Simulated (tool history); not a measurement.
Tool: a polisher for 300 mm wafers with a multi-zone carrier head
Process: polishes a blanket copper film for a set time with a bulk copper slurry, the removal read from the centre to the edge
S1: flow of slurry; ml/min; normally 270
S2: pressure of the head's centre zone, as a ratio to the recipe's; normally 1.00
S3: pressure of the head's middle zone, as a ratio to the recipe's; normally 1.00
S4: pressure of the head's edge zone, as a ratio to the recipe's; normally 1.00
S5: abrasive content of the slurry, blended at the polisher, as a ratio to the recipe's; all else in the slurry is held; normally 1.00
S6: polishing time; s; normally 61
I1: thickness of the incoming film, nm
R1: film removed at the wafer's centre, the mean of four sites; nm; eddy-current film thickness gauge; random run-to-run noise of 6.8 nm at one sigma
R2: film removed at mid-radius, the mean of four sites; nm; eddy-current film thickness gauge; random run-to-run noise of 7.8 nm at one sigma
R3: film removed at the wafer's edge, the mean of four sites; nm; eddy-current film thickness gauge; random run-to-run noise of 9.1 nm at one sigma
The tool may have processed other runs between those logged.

run,hour,S1,S2,S3,S4,S5,S6,I1,R1,R2,R3
1,0.0,270,1.00,0.91,1.00,1.00,61,4690.9,887.8,741.2,791.0
2,14.9,270,1.00,0.91,1.00,1.00,61,4652.8,882.1,726.2,799.9
3,26.0,270,1.00,1.00,1.00,1.00,61,4660.6,882.9,795.3,796.3
4,37.8,270,1.00,1.00,1.00,1.00,61,4649.2,881.7,780.9,784.9
5,47.6,270,1.00,1.00,1.00,0.75,61,4729.9,822.7,743.9,721.9
# hour 54.4: worn pad replaced by a new one
# hour 55.4: centre zone pressure recalibrated
6,64.4,240,1.11,1.00,1.00,1.00,43,4741.1,611.7,551.8,554.3
7,79.5,270,1.00,1.00,1.00,1.00,61,4703.8,783.5,811.0,810.5
8,95.7,270,1.00,1.12,1.00,1.00,48,4623.2,627.6,700.0,634.7
# hour 109.2: carrier head's membrane replaced by a new one
9,109.7,305,1.00,1.00,1.00,0.75,61,4714.2,760.8,759.8,754.2
10,117.0,270,1.00,1.10,0.89,1.10,61,4652.9,816.4,872.3,776.5
11,134.7,270,1.00,1.00,1.00,1.00,61,4654.9,774.8,768.7,782.0
# hour 142.4: worn pad replaced by a new one
# hour 142.9: edge zone pressure recalibrated
12,148.8,270,1.00,1.09,1.10,1.00,61,4622.5,810.0,850.7,846.9
13,158.4,270,1.08,1.00,1.06,1.00,61,4764.0,870.2,817.0,842.6

Run 14 has not been measured yet. What should we expect?
14,165.3,270,1.00,1.00,1.00,1.00,61,4682.0,?,?,?

Run 14 gave R1 800.4 nm, R2 792.0 nm, R3 805.0 nm.
Take away the tool's hidden state, keep the run-to-run variation as it was, and the same run would have given R1 804.7 nm, R2 796.7 nm, R3 809.8 nm.
